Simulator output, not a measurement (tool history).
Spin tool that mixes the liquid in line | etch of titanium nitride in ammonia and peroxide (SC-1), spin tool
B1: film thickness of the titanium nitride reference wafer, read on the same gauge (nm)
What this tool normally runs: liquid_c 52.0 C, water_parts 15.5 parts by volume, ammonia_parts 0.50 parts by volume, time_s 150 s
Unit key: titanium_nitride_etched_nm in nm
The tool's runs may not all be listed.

run 1 day=0.000 | liquid_c=52.0 water_parts=15.5 ammonia_parts=0.50 time_s=150 | B1=40.04 | titanium_nitride_etched_nm=14.92
run 2 day=1.338 | liquid_c=52.0 water_parts=15.5 ammonia_parts=0.50 time_s=150 | B1=39.98 | titanium_nitride_etched_nm=15.13
run 3 day=2.492 | liquid_c=52.0 water_parts=15.5 ammonia_parts=0.50 time_s=150 | B1=40.00 | titanium_nitride_etched_nm=14.95
run 4 day=3.221 | liquid_c=47.5 water_parts=15.5 ammonia_parts=0.50 time_s=150 | B1=39.99 | titanium_nitride_etched_nm=11.05
run 5 day=4.438 | liquid_c=52.0 water_parts=15.5 ammonia_parts=0.50 time_s=150 | B1=40.00 | titanium_nitride_etched_nm=15.13
run 6 day=5.442 | liquid_c=52.0 water_parts=15.5 ammonia_parts=0.50 time_s=150 | B1=39.99 | titanium_nitride_etched_nm=14.84
run 7 day=6.808 | liquid_c=52.0 water_parts=15.5 ammonia_parts=0.50 time_s=150 | B1=39.99 | titanium_nitride_etched_nm=15.14
-- day=6.983 thermometer replaced
run 8 day=7.475 | liquid_c=55.5 water_parts=12.5 ammonia_parts=0.50 time_s=150 | B1=39.97 | titanium_nitride_etched_nm=20.12
run 9 day=8.362 | liquid_c=52.0 water_parts=15.5 ammonia_parts=0.50 time_s=150 | B1=40.01 | titanium_nitride_etched_nm=14.39
-- day=9.200 new drum of ammonia solution connected
run 10 day=9.221 | liquid_c=49.5 water_parts=19.0 ammonia_parts=0.30 time_s=90 | B1=40.01 | titanium_nitride_etched_nm=5.93
run 11 day=9.988 | liquid_c=61.5 water_parts=12.0 ammonia_parts=0.50 time_s=70 | B1=40.04 | titanium_nitride_etched_nm=14.63
run 12 day=12.038 | liquid_c=52.0 water_parts=15.5 ammonia_parts=0.50 time_s=150 | B1=39.99 | titanium_nitride_etched_nm=14.28
-- day=12.112 gauge calibrated
-- day=13.121 ammonia flow meter replaced
run 13 day=13.258 | liquid_c=52.0 water_parts=15.5 ammonia_parts=0.50 time_s=150 | B1=39.99 | titanium_nitride_etched_nm=14.62
-- day=13.579 heated supply line repaired
run 14 day=14.054 | liquid_c=52.0 water_parts=19.0 ammonia_parts=0.35 time_s=150 | B1=40.01 | titanium_nitride_etched_nm=12.23
run 15 day=15.358 | liquid_c=59.0 water_parts=15.5 ammonia_parts=0.65 time_s=120 | B1=40.02 | titanium_nitride_etched_nm=19.58
run 16 day=15.954 | liquid_c=47.0 water_parts=15.5 ammonia_parts=0.30 time_s=150 | B1=40.03 | titanium_nitride_etched_nm=9.25
run 17 day=16.900 | liquid_c=52.0 water_parts=15.5 ammonia_parts=0.50 time_s=150 | B1=40.01 | titanium_nitride_etched_nm=14.49
run 18 day=17.846 | liquid_c=56.0 water_parts=15.5 ammonia_parts=0.50 time_s=150 | B1=40.00 | titanium_nitride_etched_nm=19.15

Run 19 has not been measured yet. What should we expect?
run 19 day=19.192 | liquid_c=52.0 water_parts=15.5 ammonia_parts=0.50 time_s=150 | B1=? | titanium_nitride_etched_nm=?

B1: 40.00
titanium_nitride_etched_nm: 14.45 nm
On a tool with no hidden condition, and with the same random variation, this run would have come out at titanium_nitride_etched_nm 14.03 nm.

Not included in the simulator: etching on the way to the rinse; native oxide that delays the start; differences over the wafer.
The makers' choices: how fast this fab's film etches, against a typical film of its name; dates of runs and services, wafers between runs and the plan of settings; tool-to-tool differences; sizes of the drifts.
